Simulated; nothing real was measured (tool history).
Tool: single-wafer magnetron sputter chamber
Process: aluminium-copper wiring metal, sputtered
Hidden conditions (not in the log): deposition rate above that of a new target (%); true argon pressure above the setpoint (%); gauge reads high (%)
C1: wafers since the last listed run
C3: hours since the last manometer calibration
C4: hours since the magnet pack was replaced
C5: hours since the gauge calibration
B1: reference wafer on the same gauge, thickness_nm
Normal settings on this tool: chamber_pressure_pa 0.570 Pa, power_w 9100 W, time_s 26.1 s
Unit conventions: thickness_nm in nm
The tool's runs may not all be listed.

Run 1, hour 0.0: usual settings; C1 0; wafers on the sputter target 134; C3 1613.4; C4 9089.8; C5 584.1; B1 289.919. Result: thickness_nm 372.595 nm.
Run 2, hour 19.1: usual settings; C1 446; wafers on the sputter target 580; C3 1632.5; C4 9108.9; C5 603.2; B1 290.300. Result: thickness_nm 371.217 nm.
Run 3, hour 26.6: usual settings; C1 175; wafers on the sputter target 755; C3 1640.0; C4 9116.4; C5 610.7; B1 289.768. Result: thickness_nm 375.085 nm.
Run 4, hour 38.9: usual settings; C1 287; wafers on the sputter target 1042; C3 1652.3; C4 9128.7; C5 623.0; B1 290.307. Result: thickness_nm 374.555 nm.
Run 5, hour 55.7: usual settings; C1 392; wafers on the sputter target 1435; C3 1669.1; C4 9145.5; C5 639.8; B1 289.751. Result: thickness_nm 372.777 nm.
Run 6, hour 72.0: usual settings; C1 380; wafers on the sputter target 1815; C3 1685.4; C4 9161.8; C5 656.1; B1 290.165. Result: thickness_nm 375.597 nm.
Run 7, hour 86.3: usual settings; C1 333; wafers on the sputter target 2149; C3 1699.7; C4 9176.1; C5 670.4; B1 290.212. Result: thickness_nm 373.522 nm.
Run 8, hour 95.0: usual settings; C1 203; wafers on the sputter target 2353; C3 1708.4; C4 9184.8; C5 679.1; B1 290.443. Result: thickness_nm 372.545 nm.
Run 9, hour 111.7: usual settings; C1 390; wafers on the sputter target 2743; C3 1725.1; C4 9201.5; C5 695.8; B1 289.793. Result: thickness_nm 370.845 nm.
Run 10, hour 125.7: usual settings but time_s 22.1 s; C1 326; wafers on the sputter target 3070; C3 1739.1; C4 9215.5; C5 709.8; B1 290.479. Result: thickness_nm 317.455 nm.
Run 11, hour 137.7: usual settings; C1 280; wafers on the sputter target 3350; C3 1751.1; C4 9227.5; C5 721.8; B1 289.964. Result: thickness_nm 372.247 nm.
Run 12, hour 153.4: usual settings but power_w 11050 W, time_s 20.9 s; C1 366; wafers on the sputter target 3717; C3 1766.8; C4 9243.2; C5 737.5; B1 290.422. Result: thickness_nm 366.947 nm.
Run 13, hour 193.5: usual settings but time_s 22.9 s; C1 936; wafers on the sputter target 4653; C3 1806.9; C4 9283.3; C5 777.6; B1 290.225. Result: thickness_nm 327.740 nm.
At hour 198.5: gauge calibrated.
At hour 204.5: capacitance manometer re-zeroed and calibrated.
Run 14, hour 211.3: usual settings; C1 228; wafers on the sputter target 4882; C3 6.8; C4 9301.1; C5 12.8; B1 289.460. Result: thickness_nm 384.681 nm.
Run 15, hour 229.0: usual settings but chamber_pressure_pa 0.393 Pa, power_w 10000 W, time_s 22.5 s; C1 413; wafers on the sputter target 5295; C3 24.5; C4 9318.8; C5 30.5; B1 289.982. Result: thickness_nm 396.009 nm.
At hour 244.7: magnet pack replaced.
Run 16, hour 245.2: usual settings but chamber_pressure_pa 0.390 Pa, power_w 7800 W, time_s 28.2 s; C1 191; wafers on the sputter target 5487; C3 40.7; C4 0.5; C5 46.7; B1 289.581. Result: thickness_nm 385.489 nm.
Run 17, hour 252.8: usual settings but power_w 11000 W; C1 177; wafers on the sputter target 5664; C3 48.3; C4 8.1; C5 54.3; B1 290.427. Result: thickness_nm 466.625 nm.
Run 18, hour 269.8: usual settings but chamber_pressure_pa 0.500 Pa, power_w 10250 W, time_s 21.4 s; C1 397; wafers on the sputter target 6061; C3 65.3; C4 25.1; C5 71.3; B1 290.008. Result: thickness_nm 367.304 nm.
Run 19, hour 275.9: usual settings; C1 142; wafers on the sputter target 6204; C3 71.4; C4 31.2; C5 77.4; B1 290.030. Result: thickness_nm 385.405 nm.
Run 20, hour 288.2: usual settings but chamber_pressure_pa 0.797 Pa, power_w 8500 W, time_s 21.7 s; C1 287; wafers on the sputter target 6491; C3 83.7; C4 43.5; C5 89.7; B1 289.830. Result: thickness_nm 272.045 nm.
At hour 311.6: sputter target and shields replaced.
Run 21, hour 312.1: usual settings but power_w 8150 W, time_s 27.8 s; C1 371; wafers on the sputter target 12; C3 107.6; C4 67.4; C5 113.6; B1 289.762. Result: thickness_nm 363.367 nm.
At hour 333.8: capacitance manometer re-zeroed and calibrated, repeated, since the last time left the tool worse.
Run 22, hour 335.5: usual settings but chamber_pressure_pa 0.491 Pa, power_w 10000 W; C1 359; wafers on the sputter target 372; C3 1.7; C4 90.8; C5 137.0; B1 290.365. Result: thickness_nm 414.428 nm.
Run 23, hour 346.5: usual settings but chamber_pressure_pa 0.421 Pa, time_s 24.2 s; C1 256; wafers on the sputter target 629; C3 12.7; C4 101.8; C5 148.0; B1 289.949. Result: thickness_nm 367.691 nm.
Run 24, hour 354.9: usual settings but chamber_pressure_pa 0.749 Pa; C1 196; wafers on the sputter target 825; C3 21.1; C4 110.2; C5 156.4; B1 289.807. Result: thickness_nm 328.799 nm.
Run 25, hour 367.1: usual settings but chamber_pressure_pa 0.737 Pa; C1 284; wafers on the sputter target 1110; C3 33.3; C4 122.4; C5 168.6; B1 289.944. Result: thickness_nm 331.884 nm.
Run 26, hour 376.6: usual settings but chamber_pressure_pa 0.344 Pa, power_w 10700 W, time_s 23.0 s; C1 221; wafers on the sputter target 1332; C3 42.8; C4 131.9; C5 178.1; B1 290.686. Result: thickness_nm 423.468 nm.
Run 27, hour 385.5: usual settings but chamber_pressure_pa 0.659 Pa, power_w 7900 W, time_s 28.4 s; C1 207; wafers on the sputter target 1540; C3 51.7; C4 140.8; C5 187.0; B1 289.942. Result: thickness_nm 328.218 nm.
Run 28, hour 391.7: usual settings but power_w 10100 W, time_s 31.2 s; C1 144; wafers on the sputter target 1684; C3 57.9; C4 147.0; C5 193.2; B1 290.304. Result: thickness_nm 484.117 nm.
Run 29, hour 442.7: usual settings; C1 1191; wafers on the sputter target 2875; C3 108.9; C4 198.0; C5 244.2; B1 289.850. Result: thickness_nm 362.011 nm.
Run 30, hour 452.5: usual settings but power_w 6900 W, time_s 24.1 s; C1 228; wafers on the sputter target 3104; C3 118.7; C4 207.8; C5 254.0; B1 290.176. Result: thickness_nm 255.451 nm.
Run 31, hour 499.3: usual settings but power_w 7550 W; C1 1093; wafers on the sputter target 4197; C3 165.5; C4 254.6; C5 300.8; B1 289.892. Result: thickness_nm 302.654 nm.
Run 32, hour 507.5: usual settings; C1 191; wafers on the sputter target 4389; C3 173.7; C4 262.8; C5 309.0; B1 289.505. Result: thickness_nm 360.869 nm.
Run 33, hour 550.1: usual settings but chamber_pressure_pa 0.638 Pa, power_w 9850 W; C1 994; wafers on the sputter target 5384; C3 216.3; C4 305.4; C5 351.6; B1 289.944. Result: thickness_nm 379.839 nm.
Run 34, hour 558.6: usual settings but chamber_pressure_pa 0.443 Pa, time_s 29.5 s; C1 198; wafers on the sputter target 5582; C3 224.8; C4 313.9; C5 360.1; B1 289.545. Result: thickness_nm 442.868 nm.
Run 35, hour 574.6: usual settings but chamber_pressure_pa 0.749 Pa; C1 373; wafers on the sputter target 5956; C3 240.8; C4 329.9; C5 376.1; B1 290.389. Result: thickness_nm 332.467 nm.

Below are 4 alternative next runs, each starting from the tool's condition after run 35. Predict each:
Run A, hour 575.0: usual settings; C1 9; wafers on the sputter target 5965; C3 241.2; C4 330.3; C5 376.5; B1 ?. Result: thickness_nm ?.
Run B, hour 575.0: usual settings but chamber_pressure_pa 0.428 Pa, power_w 10700 W, time_s 29.8 s; C1 9; wafers on the sputter target 5965; C3 241.2; C4 330.3; C5 376.5; B1 ?. Result: thickness_nm ?.
Run C, hour 575.0: usual settings but power_w 7300 W; C1 9; wafers on the sputter target 5965; C3 241.2; C4 330.3; C5 376.5; B1 ?. Result: thickness_nm ?.
Run D, hour 575.0: usual settings but chamber_pressure_pa 0.415 Pa, power_w 6850 W, time_s 21.4 s; C1 9; wafers on the sputter target 5965; C3 241.2; C4 330.3; C5 376.5; B1 ?. Result: thickness_nm ?.

run       B1  thickness_nm
  A  289.882       366.412
  B  289.882       531.313
  C  289.882       293.935
  D  289.882       246.019
With the hidden condition removed and each run's random variation left untouched, the same runs would have given:
run  thickness_nm
  A       364.940
  B       529.698
  C       292.754
  D       245.294

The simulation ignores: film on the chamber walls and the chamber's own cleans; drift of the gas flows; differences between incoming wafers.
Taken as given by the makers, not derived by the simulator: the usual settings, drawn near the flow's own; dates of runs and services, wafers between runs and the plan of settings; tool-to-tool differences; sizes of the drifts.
